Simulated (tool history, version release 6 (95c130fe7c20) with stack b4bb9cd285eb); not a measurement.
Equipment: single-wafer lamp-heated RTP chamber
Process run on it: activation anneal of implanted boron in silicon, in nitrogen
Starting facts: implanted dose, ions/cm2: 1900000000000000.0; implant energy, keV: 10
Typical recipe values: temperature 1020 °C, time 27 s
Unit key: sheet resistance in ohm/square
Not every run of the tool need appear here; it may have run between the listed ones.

run,hour,temperature,time,wafers since the last listed run,wafers since the last pyrometer calibration,wafers since the reflector plate was cleaned,hours since the gauge calibration,"read-back reference wafer on the same gauge, sheet resistance",sheet resistance
1,0,999,27,0,2323,486,933.5,105.91,109.44
2,23.5,999,27,424,2747,910,957,106.02,109.7
3,72.3,999,27,880,3628,1791,1005.8,106.1,109.26
4,86.3,1027,22,252,3880,2044,1019.8,106.01,97.6
5,114.9,1027,22,516,4397,2560,1048.4,105.98,97.58
6,165.2,1027,22,907,5304,3467,1098.7,106.05,95.87
7,183.6,1020,27,332,5636,3799,1117.1,105.88,97.08
8,206,1020,16,404,6040,4203,1139.5,105.87,101.74
9,222.3,1020,16,294,6334,4497,1155.8,106.04,102.48
10,253.9,1020,16,570,6905,5068,1187.4,106.13,100.51
# hour 275.2: reflector plate cleaned
# hour 285.7: pyrometer window cleaned and pyrometer calibrated
11,286.2,1020,27,294,9,54,1219.7,105.94,94.53
12,315.9,1020,27,535,545,590,1249.4,106.1,94.05
13,333.1,1020,27,310,855,900,1266.6,105.86,95.45
14,358.6,1020,27,460,1315,1361,1292.1,105.9,94.58
15,376,1020,27,313,1629,1674,1309.5,106.03,95.11
16,394.6,1020,27,335,1965,2010,1328.1,105.98,94.48
17,412.8,1020,34,328,2293,2338,1346.3,106.12,91.76
18,444,997,42,562,2856,2901,1377.5,105.92,100.57
# hour 457.7: gauge calibrated
19,474.4,1020,31,548,3405,3450,16.7,106.07,91.41
20,503.8,1020,27,530,3935,3980,46.1,106.12,93.71
21,531.6,1020,27,501,4437,4482,73.9,105.9,92.95
# hour 540.2: pyrometer window cleaned and pyrometer calibrated, repeated, since the last time left the tool worse
22,549.5,1020,27,178,167,4661,91.8,106.09,100.44
# hour 564.6: reflector plate cleaned
23,579.5,1046,22,396,564,269,121.8,105.91,90.51
24,591.8,1005,17,221,785,491,134.1,106.22,111.11
25,651.8,1006,17,1082,1868,1574,194.1,105.97,110.38
26,678,1020,27,472,2341,2046,220.3,105.94,99.59
27,695.9,1046,33,322,2664,2369,238.2,105.93,85.54
28,708.2,1011,22,221,2886,2591,250.5,106.06,105.31
29,738.7,1033,42,550,3436,3142,281,105.82,88.94
30,769.7,1035,38,559,3996,3701,312,106.08,88.53
31,797.1,1036,20,494,4490,4195,339.4,105.82,94.78
# hour 817.1: reflector plate cleaned
32,817.6,1020,20,225,4715,9,359.9,105.93,100.91
33,832.3,1020,27,265,4981,274,374.6,106.1,98.22
34,846.3,1030,39,252,5233,527,388.6,106.12,90.14
35,869.8,1003,27,424,5657,951,412.1,105.78,105.58
36,888.2,1009,31,332,5989,1283,430.5,105.84,101.94
37,919.5,1028,16,564,6554,1847,461.8,105.97,98.28
# hour 934.9: pyrometer window cleaned and pyrometer calibrated
38,935.4,997,33,142,9,1990,477.7,106,110.9

Some steps in sheet resistance between neighbouring runs. How much of each would the tool show without its hidden state too (settings, what came in, random variation), and how much is left for the hidden state, with any gauge scatter that isn't in both results?
Hidden state at play: true wafer temperature minus pyrometer reading, K; wafer temperature error from the tarnished reflector plate, K; gauge reads high (%).
Run 10 -> 11: time 16 -> 27, reflector plate cleaned, pyrometer window cleaned and pyrometer calibrated. sheet resistance -5.98 ohm/square: hidden state -2.7, all else -3.28.
Run 21 -> 22: pyrometer window cleaned and pyrometer calibrated, repeated, since the last time left the tool worse. sheet resistance +7.49 ohm/square: hidden state +7.07, all else +0.42.
Run 23 -> 24: temperature 1046 -> 1005, time 22 -> 17. sheet resistance +20.6 ohm/square: hidden state -0.07, all else +20.67.
Run 27 -> 28: temperature 1046 -> 1011, time 33 -> 22. sheet resistance +19.77 ohm/square: hidden state -0.15, all else +19.92.
Run 28 -> 29: temperature 1011 -> 1033, time 22 -> 42. sheet resistance -16.37 ohm/square: hidden state -0.21, all else -16.16.
Run 37 -> 38: temperature 1028 -> 997, time 16 -> 33, pyrometer window cleaned and pyrometer calibrated. sheet resistance +12.62 ohm/square: hidden state +2.74, all else +9.88.
